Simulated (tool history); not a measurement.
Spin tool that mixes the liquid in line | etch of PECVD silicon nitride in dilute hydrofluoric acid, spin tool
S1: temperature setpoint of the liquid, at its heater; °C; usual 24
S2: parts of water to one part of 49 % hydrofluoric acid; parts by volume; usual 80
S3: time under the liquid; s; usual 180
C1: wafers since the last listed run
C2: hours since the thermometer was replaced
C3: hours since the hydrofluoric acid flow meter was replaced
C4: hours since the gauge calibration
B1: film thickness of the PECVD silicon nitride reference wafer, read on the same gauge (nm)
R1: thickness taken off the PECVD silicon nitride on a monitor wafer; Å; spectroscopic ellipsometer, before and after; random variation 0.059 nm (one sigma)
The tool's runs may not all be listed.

run	hour	S1	S2	S3	C1	C2	C3	C4	B1	R1
1	0	21.5	80	180	0	2119.7	1147.1	131.8	129.98	67.1
2	23.7	24	95	145	200	2143.4	1170.8	155.5	129.99	54.2
3	44	24	95	145	171	2163.7	1191.1	175.8	129.99	54.2
4	72.3	24	80	180	239	2192	1219.4	204.1	130.01	79.8
5	88.1	24	80	180	133	2207.8	1235.2	219.9	129.99	79.8
6	102.8	24	80	180	124	2222.5	1249.9	234.6	130	79.7
7	133.9	24	80	180	262	2253.6	1281	265.7	129.99	80
8	167.6	24	80	180	284	2287.3	1314.7	299.4	130.02	78.9
# hour 181.5: thermometer replaced
9	188	24	80	180	163	6.5	1335.1	319.8	130	90.7
10	201.8	28	45	260	116	20.3	1348.9	333.6	130	300.5
11	230.1	24	45	145	239	48.6	1377.2	361.9	130.01	127.7
12	258.8	24	100	180	242	77.3	1405.9	390.6	130.01	73.4
# hour 259.9: hydrofluoric acid flow meter replaced
13	271.4	24	80	140	97	89.9	11.5	403.2	130	69.9
14	295.1	24	50	230	200	113.6	35.2	426.9	130	183.6
# hour 297.2: gauge calibrated
15	319.3	24	80	180	204	137.8	59.4	22.1	130	90.4
16	351.2	27	90	145	269	169.7	91.3	54	130.01	77.9
17	365.5	19	90	90	120	184	105.6	68.3	129.99	28.4
18	391.8	26.5	80	180	222	210.3	131.9	94.6	129.99	106.8

Forecast each of these 5 alternatives for the next run:
A	392.3	24	80	235	4	210.8	132.4	95.1	?	?
B	392.3	22.5	80	145	4	210.8	132.4	95.1	?	?
C	392.3	24	50	180	4	210.8	132.4	95.1	?	?
D	392.3	24	80	275	4	210.8	132.4	95.1	?	?
E	392.3	19	80	235	4	210.8	132.4	95.1	?	?

run	B1	R1
A	130.03	118.1
B	130.03	65.9
C	130.03	143.4
D	130.03	138.2
E	130.03	84
Without the tool's hidden state the same runs would have given:
run	R1
A	122.9
B	68.6
C	149.4
D	143.8
E	87.6

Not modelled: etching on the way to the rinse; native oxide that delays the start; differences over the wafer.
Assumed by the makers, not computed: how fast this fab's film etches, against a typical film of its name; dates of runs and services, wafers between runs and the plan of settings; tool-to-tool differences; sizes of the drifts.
